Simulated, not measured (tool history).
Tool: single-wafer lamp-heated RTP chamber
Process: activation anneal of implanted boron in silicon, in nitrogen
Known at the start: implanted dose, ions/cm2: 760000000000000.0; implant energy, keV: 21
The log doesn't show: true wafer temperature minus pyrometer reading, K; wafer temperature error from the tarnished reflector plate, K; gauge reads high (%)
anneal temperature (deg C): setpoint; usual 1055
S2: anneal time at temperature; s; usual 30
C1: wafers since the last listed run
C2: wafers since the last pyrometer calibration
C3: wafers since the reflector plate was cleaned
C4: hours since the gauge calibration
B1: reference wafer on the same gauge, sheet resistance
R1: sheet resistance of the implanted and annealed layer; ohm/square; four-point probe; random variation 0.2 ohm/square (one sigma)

run 1 hour=0.0 | anneal_temperature_(deg_C)=1077 S2=26 | C1=0 C2=3172 C3=3144 C4=113.0 | B1=139.96 | R1=132.24
run 2 hour=14.8 | anneal_temperature_(deg_C)=1077 S2=26 | C1=116 C2=3288 C3=3260 C4=127.8 | B1=140.02 | R1=132.42
run 3 hour=21.1 | anneal_temperature_(deg_C)=1055 S2=30 | C1=49 C2=3337 C3=3310 C4=134.1 | B1=140.02 | R1=132.85
run 4 hour=36.3 | anneal_temperature_(deg_C)=1055 S2=30 | C1=119 C2=3457 C3=3429 C4=149.3 | B1=140.05 | R1=132.57
run 5 hour=49.0 | anneal_temperature_(deg_C)=1071 S2=30 | C1=99 C2=3556 C3=3529 C4=162.0 | B1=139.95 | R1=132.62
run 6 hour=61.5 | anneal_temperature_(deg_C)=1071 S2=30 | C1=98 C2=3655 C3=3627 C4=174.5 | B1=140.02 | R1=132.05
run 7 hour=68.5 | anneal_temperature_(deg_C)=1071 S2=30 | C1=54 C2=3709 C3=3682 C4=181.5 | B1=140.01 | R1=132.39
run 8 hour=101.3 | anneal_temperature_(deg_C)=1055 S2=30 | C1=257 C2=3967 C3=3939 C4=214.3 | B1=139.96 | R1=132.99
run 9 hour=114.2 | anneal_temperature_(deg_C)=1055 S2=30 | C1=101 C2=4068 C3=4040 C4=227.2 | B1=140.00 | R1=132.74
run 10 hour=127.7 | anneal_temperature_(deg_C)=1032 S2=30 | C1=105 C2=4174 C3=4146 C4=240.7 | B1=140.01 | R1=133.58
run 11 hour=142.5 | anneal_temperature_(deg_C)=1032 S2=30 | C1=116 C2=4290 C3=4262 C4=255.5 | B1=140.00 | R1=134.03
run 12 hour=149.3 | anneal_temperature_(deg_C)=1032 S2=30 | C1=53 C2=4344 C3=4316 C4=262.3 | B1=140.00 | R1=133.93
-- hour=173.5 pyrometer window cleaned and pyrometer calibrated
run 13 hour=174.0 | anneal_temperature_(deg_C)=1055 S2=30 | C1=131 C2=3 C3=4447 C4=287.0 | B1=140.05 | R1=132.79
run 14 hour=211.9 | anneal_temperature_(deg_C)=1055 S2=30 | C1=297 C2=301 C3=4744 C4=324.9 | B1=140.02 | R1=133.14
run 15 hour=223.8 | anneal_temperature_(deg_C)=1055 S2=30 | C1=93 C2=394 C3=4838 C4=336.8 | B1=140.03 | R1=132.79
run 16 hour=232.5 | anneal_temperature_(deg_C)=1072 S2=30 | C1=68 C2=463 C3=4906 C4=345.5 | B1=139.99 | R1=132.27

The next listed run, before its measurement:
run 17 hour=277.6 | anneal_temperature_(deg_C)=1055 S2=45 | C1=354 C2=817 C3=5260 C4=390.6 | B1=? | R1=?

B1: 140.01
R1: 131.94 ohm/square
Without the tool's hidden state the same run would have given R1 131.94 ohm/square.

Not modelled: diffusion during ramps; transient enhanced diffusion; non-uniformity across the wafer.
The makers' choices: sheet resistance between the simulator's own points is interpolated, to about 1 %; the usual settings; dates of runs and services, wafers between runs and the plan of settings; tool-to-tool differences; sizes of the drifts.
